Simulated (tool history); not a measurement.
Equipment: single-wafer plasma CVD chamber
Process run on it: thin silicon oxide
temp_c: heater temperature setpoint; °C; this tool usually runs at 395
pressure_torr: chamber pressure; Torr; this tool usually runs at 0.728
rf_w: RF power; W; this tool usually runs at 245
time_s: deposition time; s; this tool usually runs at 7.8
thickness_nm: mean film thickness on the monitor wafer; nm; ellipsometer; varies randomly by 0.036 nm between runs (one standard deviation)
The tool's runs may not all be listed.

run,hour,temp_c,pressure_torr,rf_w,time_s,wafers since the last listed run,hours since the last thermocouple change,hours since the last RF generator calibration,hours since the last manometer calibration,hours since the showerhead was replaced,hours since the gauge calibration,"read-back reference wafer on the same gauge, thickness_nm",thickness_nm
1,0,395,0.728,245,7.8,0,842.9,1968,1995.7,4742.7,151.5,10.001,11.621
2,10.7,395,0.728,245,7.8,527,853.6,1978.7,2006.4,4753.4,162.2,10.003,11.657
3,20,389,0.728,245,6.92,458,862.9,1988,2015.7,4762.7,171.5,10,10.435
# hour 33.7: thermocouple changed; heater temperature recalibrated
4,34.2,395,0.728,215,7.8,305,0.5,2002.2,2029.9,4776.9,185.7,9.998,10.918
# hour 45.9: capacitance manometer re-zeroed and calibrated
5,46.4,395,0.728,215,7.8,207,12.7,2014.4,0.5,4789.1,197.9,10.006,11.399
6,53.5,395,0.728,245,7.8,350,19.8,2021.5,7.6,4796.2,205,10.004,12.181
7,64.6,395,0.728,245,7.8,547,30.9,2032.6,18.7,4807.3,216.1,10.003,12.191
8,79.2,395,0.728,245,7.8,720,45.5,2047.2,33.3,4821.9,230.7,10.002,12.193
9,89.3,395,0.728,275,8.14,498,55.6,2057.3,43.4,4832,240.8,10.004,13.604
10,105.6,395,0.728,275,8.14,804,71.9,2073.6,59.7,4848.3,257.1,9.996,13.554
11,112.7,395,0.728,245,7.8,350,79,2080.7,66.8,4855.4,264.2,9.999,12.254
# hour 122.3: capacitance manometer re-zeroed and calibrated, repeated, since the last time left the tool worse
# hour 124.2: showerhead replaced
12,124.7,395,0.728,245,7.8,103,91,2092.7,2.4,0.5,276.2,9.999,11.179
13,133.5,395,0.728,245,8.52,434,99.8,2101.5,11.2,9.3,285,10.003,12.268
14,143.7,390,0.903,245,9.22,503,110,2111.7,21.4,19.5,295.2,10.002,16.114
15,151,402,0.676,245,9.05,360,117.3,2119,28.7,26.8,302.5,9.999,12.044
# hour 153.3: gauge calibrated
16,157.8,395,0.728,245,7.8,335,124.1,2125.8,35.5,33.6,4.5,9.997,11.196
# hour 168.8: RF generator calibrated
17,172.5,401,0.546,245,7.8,330,138.8,3.7,50.2,48.3,19.2,10.006,8.299
18,179.5,395,0.728,245,7.8,345,145.8,10.7,57.2,55.3,26.2,9.999,11.233
19,197,390,0.728,205,8.48,863,163.3,28.2,74.7,72.8,43.7,10.005,11.148
20,203.5,395,0.621,280,7.34,320,169.8,34.7,81.2,79.3,50.2,10,9.671
21,219.6,395,0.728,245,7.8,794,185.9,50.8,97.3,95.4,66.3,9.999,11.28
22,232.9,390,0.661,245,7.8,656,199.2,64.1,110.6,108.7,79.6,10,10.276
23,245,399,0.794,265,8.37,596,211.3,76.2,122.7,120.8,91.7,10.003,13.641
24,259.1,389,0.728,270,7.8,695,225.4,90.3,136.8,134.9,105.8,10.006,11.93
25,267.9,395,0.905,245,7.8,434,234.2,99.1,145.6,143.7,114.6,9.998,13.791
26,275.6,402,0.678,210,7.8,379,241.9,106.8,153.3,151.4,122.3,10.001,9.644
27,293.5,395,0.728,245,7.8,883,259.8,124.7,171.2,169.3,140.2,10.003,11.332
28,300.8,395,0.621,280,7.34,360,267.1,132,178.5,176.6,147.5,9.996,9.699
29,317,388,0.639,200,9.27,799,283.3,148.2,194.7,192.8,163.7,10.003,10.571
30,331.5,386,0.728,245,8.47,715,297.8,162.7,209.2,207.3,178.2,10.002,12.517

For each entry between runs, how does the tool's hidden state at the last listed run before it compare with that at the first listed run after it?
Between runs 3 and 4: thermocouple changed; heater temperature recalibrated (hour 33.7)
  true pressure above the setpoint (%): 5.03 -> 5.04
  measured result minus the result with no hidden state, thickness_nm: +0.486 -> +0.509 nm
Between runs 4 and 5: capacitance manometer re-zeroed and calibrated (hour 45.9)
  true pressure above the setpoint (%): 5.04 -> 9.8
  measured result minus the result with no hidden state, thickness_nm: +0.509 -> +0.968 nm
Between runs 11 and 12: capacitance manometer re-zeroed and calibrated, repeated, since the last time left the tool worse (hour 122.3); showerhead replaced (hour 124.2)
  true pressure above the setpoint (%): 10.3 -> 0.209
  measured result minus the result with no hidden state, thickness_nm: +1.09 -> +0.024 nm
Between runs 15 and 16: gauge calibrated (hour 153.3)
  true pressure above the setpoint (%): 0.426 -> 0.481
  measured result minus the result with no hidden state, thickness_nm: +0.053 -> +0.054 nm
Between runs 16 and 17: RF generator calibrated (hour 168.8)
  true pressure above the setpoint (%): 0.481 -> 0.596
  measured result minus the result with no hidden state, thickness_nm: +0.054 -> +0.053 nm

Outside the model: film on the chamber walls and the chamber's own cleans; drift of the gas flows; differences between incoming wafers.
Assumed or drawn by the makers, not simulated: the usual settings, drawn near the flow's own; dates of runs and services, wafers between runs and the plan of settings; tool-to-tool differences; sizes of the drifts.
